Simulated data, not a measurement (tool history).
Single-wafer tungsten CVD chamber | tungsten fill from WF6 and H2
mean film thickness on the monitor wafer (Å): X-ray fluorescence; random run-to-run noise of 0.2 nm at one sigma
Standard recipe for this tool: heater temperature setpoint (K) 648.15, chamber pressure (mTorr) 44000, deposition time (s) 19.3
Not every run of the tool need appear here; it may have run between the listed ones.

| run | day | heater temperature setpoint (K) | chamber pressure (mTorr) | deposition time (s) | wafers since the last listed run | hours since the last thermocouple change | hours since the last manometer calibration | hours since the showerhead was replaced | hours since the gauge calibration | read-back reference wafer on the same gauge, thickness_nm | mean film thickness on the monitor wafer (Å) |
|---|---|---|---|---|---|---|---|---|---|---|---|
| 1 | 0 | 648.15 | 44000 | 19.3 | 0 | 315.8 | 2211.8 | 4046.4 | 410.2 | 41.113 | 348.07 |
| 2 | 0.929 | 648.15 | 44000 | 19.3 | 430 | 338.1 | 2234.1 | 4068.7 | 432.5 | 41.066 | 342.35 |
| 3 | 1.838 | 648.15 | 44000 | 19.3 | 421 | 359.9 | 2255.9 | 4090.5 | 454.3 | 41.032 | 342.79 |
| 4 | 2.888 | 648.15 | 44000 | 19.3 | 486 | 385.1 | 2281.1 | 4115.7 | 479.5 | 41.161 | 344.21 |
| 5 | 3.529 | 648.15 | 44000 | 19.3 | 297 | 400.5 | 2296.5 | 4131.1 | 494.9 | 41.107 | 346.92 |
| 6 | 5.767 | 648.15 | 44000 | 22.2 | 1037 | 454.2 | 2350.2 | 4184.8 | 548.6 | 41.063 | 398.38 |
| 7 | 6.871 | 648.15 | 44000 | 22.2 | 511 | 480.7 | 2376.7 | 4211.3 | 575.1 | 41.092 | 399.57 |
| 8 | 7.692 | 648.15 | 44000 | 19.3 | 380 | 500.4 | 2396.4 | 4231 | 594.8 | 41.106 | 345.37 |
| 9 | 8.417 | 648.15 | 44000 | 19.3 | 336 | 517.8 | 2413.8 | 4248.4 | 612.2 | 41.03 | 344.53 |
| 10 | 9.425 | 648.15 | 44000 | 19.3 | 467 | 542 | 2438 | 4272.6 | 636.4 | 41.138 | 348.81 |
| 11 | 10.846 | 648.15 | 44000 | 19.3 | 658 | 576.1 | 2472.1 | 4306.7 | 670.5 | 41.085 | 344.55 |
|  | 11.896 | gauge calibrated |
| 12 | 11.958 | 657.15 | 44000 | 19.3 | 515 | 602.8 | 2498.8 | 4333.4 | 1.5 | 41.107 | 429.24 |
| 13 | 13.429 | 642.15 | 44000 | 19.3 | 681 | 638.1 | 2534.1 | 4368.7 | 36.8 | 41.148 | 302.8 |
| 14 | 14.738 | 642.15 | 44000 | 19.3 | 606 | 669.5 | 2565.5 | 4400.1 | 68.2 | 41.052 | 298.86 |
| 15 | 15.388 | 648.15 | 35300 | 19.3 | 301 | 685.1 | 2581.1 | 4415.7 | 83.8 | 41.126 | 307.6 |
| 16 | 16.046 | 659.15 | 46900 | 21.6 | 305 | 700.9 | 2596.9 | 4431.5 | 99.6 | 41.142 | 515.58 |
| 17 | 17.508 | 663.15 | 54100 | 21.2 | 677 | 736 | 2632 | 4466.6 | 134.7 | 41.111 | 594.92 |
|  | 18.212 | capacitance manometer re-zeroed and calibrated |
| 18 | 18.912 | 662.15 | 44000 | 16.5 | 496 | 769.7 | 16.8 | 4500.3 | 168.4 | 41.11 | 407.71 |
| 19 | 21.9 | 654.15 | 44000 | 19.3 | 1384 | 841.4 | 88.5 | 4572 | 240.1 | 41.116 | 395.88 |
| 20 | 23.342 | 648.15 | 44000 | 19.3 | 668 | 876 | 123.1 | 4606.6 | 274.7 | 41.067 | 344.5 |
|  | 24.658 | thermocouple changed; heater temperature recalibrated |
| 21 | 24.679 | 648.15 | 52100 | 16 | 465 | 0.5 | 155.2 | 4638.7 | 306.8 | 41.105 | 309.61 |
|  | 25.212 | showerhead replaced |
| 22 | 25.233 | 661.15 | 49600 | 17.9 | 102 | 13.8 | 168.5 | 0.5 | 320.1 | 41.101 | 460.15 |
| 23 | 26.496 | 642.15 | 44000 | 22.2 | 585 | 44.1 | 198.8 | 30.8 | 350.4 | 41.084 | 341.64 |
| 24 | 27.479 | 641.15 | 44000 | 16.6 | 455 | 67.7 | 222.4 | 54.4 | 374 | 41.099 | 250.17 |
| 25 | 28.808 | 655.15 | 39200 | 19.3 | 616 | 99.6 | 254.3 | 86.3 | 405.9 | 41.116 | 389.71 |
| 26 | 30.3 | 648.15 | 48700 | 19.3 | 691 | 135.4 | 290.1 | 122.1 | 441.7 | 41.164 | 365.89 |
| 27 | 31.45 | 648.15 | 51000 | 21.8 | 533 | 163 | 317.7 | 149.7 | 469.3 | 41.074 | 421.66 |
| 28 | 32.504 | 648.15 | 44000 | 19.3 | 488 | 188.3 | 343 | 175 | 494.6 | 41.166 | 348.4 |
| 29 | 33.704 | 654.15 | 39800 | 22.5 | 556 | 217.1 | 371.8 | 203.8 | 523.4 | 41.132 | 440.48 |
| 30 | 34.733 | 643.15 | 44000 | 21.7 | 477 | 241.8 | 396.5 | 228.5 | 548.1 | 41.04 | 342.44 |
| 31 | 35.267 | 648.15 | 44000 | 19.3 | 247 | 254.6 | 409.3 | 241.3 | 560.9 | 41.083 | 346.91 |

Predict each of these 5 candidate next runs independently; none follows another, all start after run 31:
| A | 35.283 | 648.15 | 44000 | 19.3 | 7 | 255 | 409.7 | 241.7 | 561.3 | ? | ? |
| B | 35.283 | 659.15 | 44000 | 16 | 7 | 255 | 409.7 | 241.7 | 561.3 | ? | ? |
| C | 35.283 | 659.15 | 44000 | 16.9 | 7 | 255 | 409.7 | 241.7 | 561.3 | ? | ? |
| D | 35.283 | 655.15 | 44000 | 22.2 | 7 | 255 | 409.7 | 241.7 | 561.3 | ? | ? |
| E | 35.283 | 658.15 | 44000 | 21.9 | 7 | 255 | 409.7 | 241.7 | 561.3 | ? | ? |

| run | read-back reference wafer on the same gauge, thickness_nm | mean film thickness on the monitor wafer (Å) |
|---|---|---|
| A | 41.074 | 345.15 |
| B | 41.074 | 368.19 |
| C | 41.074 | 389 |
| D | 41.074 | 467.39 |
| E | 41.074 | 493.44 |
The same runs, with their run-to-run variation unchanged, on a tool lacking any hidden condition would have given:
| run | mean film thickness on the monitor wafer (Å) |
|---|---|
| A | 345.15 |
| B | 368.19 |
| C | 389 |
| D | 467.39 |
| E | 493.44 |
